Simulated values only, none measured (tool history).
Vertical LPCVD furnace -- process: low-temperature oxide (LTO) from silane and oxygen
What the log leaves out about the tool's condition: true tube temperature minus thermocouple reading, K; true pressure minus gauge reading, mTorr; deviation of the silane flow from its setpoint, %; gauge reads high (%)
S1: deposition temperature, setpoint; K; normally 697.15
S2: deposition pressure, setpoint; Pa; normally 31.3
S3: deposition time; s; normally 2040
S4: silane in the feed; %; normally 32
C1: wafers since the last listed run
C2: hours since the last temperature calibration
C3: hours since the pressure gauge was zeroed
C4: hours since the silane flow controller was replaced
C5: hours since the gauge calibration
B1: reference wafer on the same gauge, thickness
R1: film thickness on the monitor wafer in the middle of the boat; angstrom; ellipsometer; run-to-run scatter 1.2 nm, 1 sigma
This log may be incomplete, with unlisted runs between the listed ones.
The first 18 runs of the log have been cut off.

run	hour	S1	S2	S3	S4	C1	C2	C3	C4	C5	B1	R1
# hour 1230.7: silane flow controller replaced
19	1231.2	697.15	31.3	2040	32	1022	341.3	471.4	0.5	638.8	294.83	3505.4
20	1234.9	697.15	31.3	2040	32	52	345.0	475.1	4.2	642.5	295.10	3523.7
21	1288.5	703.15	34.0	1680	28	757	398.6	528.7	57.8	696.1	295.43	2778.9
22	1351.9	697.15	35.3	2040	32	896	462.0	592.1	121.2	759.5	294.78	3962.8
23	1564.7	697.15	31.3	2040	32	3009	674.8	804.9	334.0	972.3	294.84	3524.3
24	1625.5	697.15	24.7	2040	32	859	735.6	865.7	394.8	1033.1	295.52	2796.6
25	1671.4	697.15	35.3	2460	38	649	781.5	911.6	440.7	1079.0	294.91	5970.9
26	1740.9	704.15	25.3	2400	38	982	851.0	981.1	510.2	1148.5	295.16	4479.4
27	1795.8	701.15	31.3	1260	32	776	905.9	1036.0	565.1	1203.4	295.04	2287.8
28	1855.9	697.15	36.0	2820	32	849	966.0	1096.1	625.2	1263.5	294.90	5570.8
29	1885.9	697.15	31.3	2040	32	424	996.0	1126.1	655.2	1293.5	294.56	3522.0
30	1953.8	701.15	31.3	2040	32	960	1063.9	1194.0	723.1	1361.4	294.72	3678.6
31	2001.3	697.15	31.3	2040	32	671	1111.4	1241.5	770.6	1408.9	295.06	3530.7
32	2059.4	697.15	31.3	2040	32	821	1169.5	1299.6	828.7	1467.0	295.05	3528.2

3 options for the next run, each taken on its own from the tool as it stands now. Forecast them:
A	2063.2	697.15	31.3	2040	38	53	1173.3	1303.4	832.5	1470.8	?	?
B	2063.2	697.15	31.3	2610	32	53	1173.3	1303.4	832.5	1470.8	?	?
C	2063.2	689.15	31.3	2040	32	53	1173.3	1303.4	832.5	1470.8	?	?

run	B1	R1
A	294.90	4431.3
B	294.90	4561.5
C	294.90	3268.4
Stripped of hidden state, with their random variation kept, the same runs would have yielded:
run	R1
A	4321.8
B	4448.7
C	3187.6
